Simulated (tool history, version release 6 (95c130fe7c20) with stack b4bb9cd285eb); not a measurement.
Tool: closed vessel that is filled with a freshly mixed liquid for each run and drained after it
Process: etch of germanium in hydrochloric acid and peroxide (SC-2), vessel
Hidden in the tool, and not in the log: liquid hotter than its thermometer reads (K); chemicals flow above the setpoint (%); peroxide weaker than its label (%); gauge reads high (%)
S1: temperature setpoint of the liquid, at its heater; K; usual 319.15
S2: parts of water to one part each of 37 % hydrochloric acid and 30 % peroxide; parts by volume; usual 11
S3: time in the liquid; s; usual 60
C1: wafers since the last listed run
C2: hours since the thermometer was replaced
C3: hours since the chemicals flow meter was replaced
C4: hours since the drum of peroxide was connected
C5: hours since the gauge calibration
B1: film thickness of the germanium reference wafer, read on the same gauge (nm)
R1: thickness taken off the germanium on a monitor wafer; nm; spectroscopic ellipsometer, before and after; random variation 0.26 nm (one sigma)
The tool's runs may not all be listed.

run 1 hour=0 | S1=319.15 S2=15 S3=60 | C1=0 C2=792.5 C3=834 C4=1285.4 C5=30.7 | B1=70 | R1=75.21
run 2 hour=45.9 | S1=322.65 S2=11 S3=60 | C1=3014 C2=838.4 C3=879.9 C4=1331.3 C5=76.6 | B1=70 | R1=87.63
run 3 hour=57.4 | S1=319.15 S2=8 S3=60 | C1=755 C2=849.9 C3=891.4 C4=1342.8 C5=88.1 | B1=69.99 | R1=80.61
run 4 hour=73.8 | S1=315.15 S2=11 S3=60 | C1=1077 C2=866.3 C3=907.8 C4=1359.2 C5=104.5 | B1=70.02 | R1=69.16
run 5 hour=80.7 | S1=315.15 S2=11 S3=60 | C1=453 C2=873.2 C3=914.7 C4=1366.1 C5=111.4 | B1=70.03 | R1=68.98
run 6 hour=91.6 | S1=319.15 S2=11 S3=60 | C1=715 C2=884.1 C3=925.6 C4=1377 C5=122.3 | B1=70 | R1=78.45
-- hour=96.1 gauge calibrated
run 7 hour=99.9 | S1=324.65 S2=11 S3=60 | C1=545 C2=892.4 C3=933.9 C4=1385.3 C5=3.8 | B1=69.99 | R1=93.3
run 8 hour=111.2 | S1=324.65 S2=11 S3=60 | C1=742 C2=903.7 C3=945.2 C4=1396.6 C5=15.1 | B1=70 | R1=93.9
-- hour=113.4 new drum of peroxide connected
-- hour=114.9 chemicals flow meter replaced
-- hour=117.1 thermometer replaced
run 9 hour=122.7 | S1=319.15 S2=13 S3=60 | C1=558 C2=5.6 C3=7.8 C4=9.3 C5=26.6 | B1=70.03 | R1=72.17
run 10 hour=130.6 | S1=319.15 S2=11 S3=60 | C1=518 C2=13.5 C3=15.7 C4=17.2 C5=34.5 | B1=70 | R1=72.92
run 11 hour=146.2 | S1=319.15 S2=11 S3=60 | C1=1024 C2=29.1 C3=31.3 C4=32.8 C5=50.1 | B1=70.01 | R1=72.99
run 12 hour=152.2 | S1=327.65 S2=6.5 S3=90 | C1=394 C2=35.1 C3=37.3 C4=38.8 C5=56.1 | B1=70.01 | R1=149.6
run 13 hour=168.3 | S1=328.65 S2=12.5 S3=75 | C1=1057 C2=51.2 C3=53.4 C4=54.9 C5=72.2 | B1=69.94 | R1=120.95
run 14 hour=185.8 | S1=319.15 S2=11 S3=60 | C1=1149 C2=68.7 C3=70.9 C4=72.4 C5=89.7 | B1=69.98 | R1=73.17
run 15 hour=198.9 | S1=309.15 S2=6 S3=60 | C1=860 C2=81.8 C3=84 C4=85.5 C5=102.8 | B1=69.99 | R1=54.19
run 16 hour=214.1 | S1=316.15 S2=15 S3=75 | C1=998 C2=97 C3=99.2 C4=100.7 C5=118 | B1=70.01 | R1=80.67

Hidden state or all else? Some run-to-run changes of R1, split into what the settings, what came in and random variation would give without the hidden state, and what is left for the hidden state (with any gauge scatter that isn't in both results):
Run 8 -> 9: S1 324.65 -> 319.15, S2 11 -> 13, new drum of peroxide connected, chemicals flow meter replaced, thermometer replaced. R1 -21.73 nm: hidden state -6.84, all else -14.89.
Run 11 -> 12: S1 319.15 -> 327.65, S2 11 -> 6.5, S3 60 -> 90. R1 +76.61 nm: hidden state +0.78, all else +75.83.
